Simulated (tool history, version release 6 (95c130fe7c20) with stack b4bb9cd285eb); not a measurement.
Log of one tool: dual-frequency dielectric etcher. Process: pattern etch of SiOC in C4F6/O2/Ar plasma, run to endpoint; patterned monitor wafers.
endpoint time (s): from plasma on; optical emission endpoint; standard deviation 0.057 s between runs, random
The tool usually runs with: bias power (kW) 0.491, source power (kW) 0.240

| run | hour | bias power (kW) | source power (kW) | incoming incoming film thickness, nm | endpoint time (s) |
|---|---|---|---|---|---|
| 1 | 0.0 | 0.491 | 0.240 | 49.46 | 18.9 |
| 2 | 25.3 | 0.491 | 0.240 | 49.59 | 18.8 |
| 3 | 65.6 | 0.491 | 0.240 | 49.43 | 18.8 |
| 4 | 129.2 | 0.491 | 0.240 | 49.70 | 18.8 |
| 5 | 167.0 | 0.491 | 0.240 | 48.49 | 18.4 |
| 6 | 235.6 | 0.491 | 0.240 | 49.31 | 18.8 |
| 7 | 272.8 | 0.491 | 0.240 | 49.79 | 18.9 |
| 8 | 328.4 | 0.491 | 0.240 | 49.07 | 18.7 |
| 9 | 386.4 | 0.491 | 0.220 | 49.34 | 19.3 |
| 10 | 426.0 | 0.491 | 0.240 | 49.50 | 18.7 |
| 11 | 458.2 | 0.491 | 0.240 | 49.74 | 18.8 |
| 12 | 504.5 | 0.491 | 0.240 | 49.38 | 18.7 |
| 13 | 542.3 | 0.491 | 0.240 | 49.61 | 18.7 |
| 14 | 576.8 | 0.491 | 0.240 | 50.04 | 19.0 |
|  | 638.1 | wet clean of the chamber |
| 15 | 639.2 | 0.491 | 0.240 | 49.49 | 18.7 |
| 16 | 694.2 | 0.491 | 0.240 | 49.05 | 18.6 |
|  | 765.2 | bias power generator calibrated |
| 17 | 838.0 | 0.491 | 0.200 | 49.16 | 19.7 |
| 18 | 890.8 | 0.583 | 0.220 | 49.58 | 18.5 |
| 19 | 941.5 | 0.608 | 0.280 | 49.68 | 16.9 |
| 20 | 972.4 | 0.535 | 0.240 | 49.85 | 18.5 |
|  | 1053.9 | upper electrode replaced |
| 21 | 1054.4 | 0.415 | 0.240 | 49.65 | 19.6 |
| 22 | 1102.7 | 0.379 | 0.240 | 49.42 | 19.8 |
|  | 1165.4 | wet clean of the chamber |
| 23 | 1165.9 | 0.491 | 0.210 | 50.05 | 19.8 |
| 24 | 1205.5 | 0.491 | 0.240 | 49.72 | 18.9 |
| 25 | 1255.3 | 0.491 | 0.240 | 49.74 | 18.9 |
|  | 1290.4 | source power generator calibrated |
| 26 | 1317.1 | 0.491 | 0.240 | 49.37 | 18.7 |
| 27 | 1379.4 | 0.578 | 0.270 | 49.98 | 17.3 |
| 28 | 1426.2 | 0.455 | 0.290 | 49.37 | 17.9 |

Run 29, settings as shown, results not yet in. Your forecast:
| 29 | 1468.3 | 0.368 | 0.200 | 49.58 | ? |

{"run 29": {"endpoint time (s)": 21.4}}
On a tool with no hidden condition, and with the same random variation, this run would have come out at endpoint time (s) 21.4.
